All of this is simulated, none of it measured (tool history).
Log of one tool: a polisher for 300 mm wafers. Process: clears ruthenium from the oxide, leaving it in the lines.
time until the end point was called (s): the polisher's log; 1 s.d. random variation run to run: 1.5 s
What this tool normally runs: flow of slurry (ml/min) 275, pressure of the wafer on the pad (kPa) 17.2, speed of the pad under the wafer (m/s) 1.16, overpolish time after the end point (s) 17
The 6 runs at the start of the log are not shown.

run	hour	flow of slurry (ml/min)	pressure of the wafer on the pad (kPa)	speed of the pad under the wafer (m/s)	overpolish time after the end point (s)	wafers since the last listed run	wafers polished on this pad	hours since the slurry nozzle was cleaned	hours since the head pressure was calibrated	incoming thickness of the incoming film, nm	time until the end point was called (s)
7	72.1	275	17.2	1.16	17	147	638	535.4	640.5	128.5	81.0
8	86.3	275	17.2	1.16	17	124	763	549.6	654.7	127.8	82.5
9	102.8	275	17.2	1.16	17	145	908	566.1	671.2	130.1	87.3
# hour 117.4: worn pad replaced by a new one
10	117.9	275	17.2	1.26	17	97	4	581.2	686.3	130.4	78.9
11	124.2	275	17.2	1.26	17	55	60	587.5	692.6	129.6	77.6
12	130.8	275	17.2	1.26	17	58	118	594.1	699.2	129.6	77.4
13	148.1	275	17.2	1.16	17	152	270	611.4	716.5	130.7	81.8
14	157.3	305	21.4	1.16	23	80	351	620.6	725.7	130.8	67.6
15	166.0	275	17.2	1.38	17	76	427	629.3	734.4	130.3	72.5
16	173.1	210	17.2	1.16	17	62	489	636.4	741.5	128.7	83.3
# hour 176.8: slurry nozzle cleaned
17	184.2	275	13.1	1.16	17	88	578	7.4	752.6	132.5	113.7
# hour 191.1: head pressure recalibrated
18	199.3	275	17.2	1.26	17	115	693	22.5	8.2	129.4	77.3
19	214.8	275	17.2	1.16	17	136	830	38.0	23.7	130.0	83.0

The next listed run, before its measurement:
# hour 230.0: worn pad replaced by a new one
20	232.4	180	17.2	0.84	17	119	20	55.6	41.3	131.3	?

Logged for run 20: time until the end point was called (s) 112.7.
Had the tool carried no hidden state, the very same run would have given time until the end point was called (s) 112.7.

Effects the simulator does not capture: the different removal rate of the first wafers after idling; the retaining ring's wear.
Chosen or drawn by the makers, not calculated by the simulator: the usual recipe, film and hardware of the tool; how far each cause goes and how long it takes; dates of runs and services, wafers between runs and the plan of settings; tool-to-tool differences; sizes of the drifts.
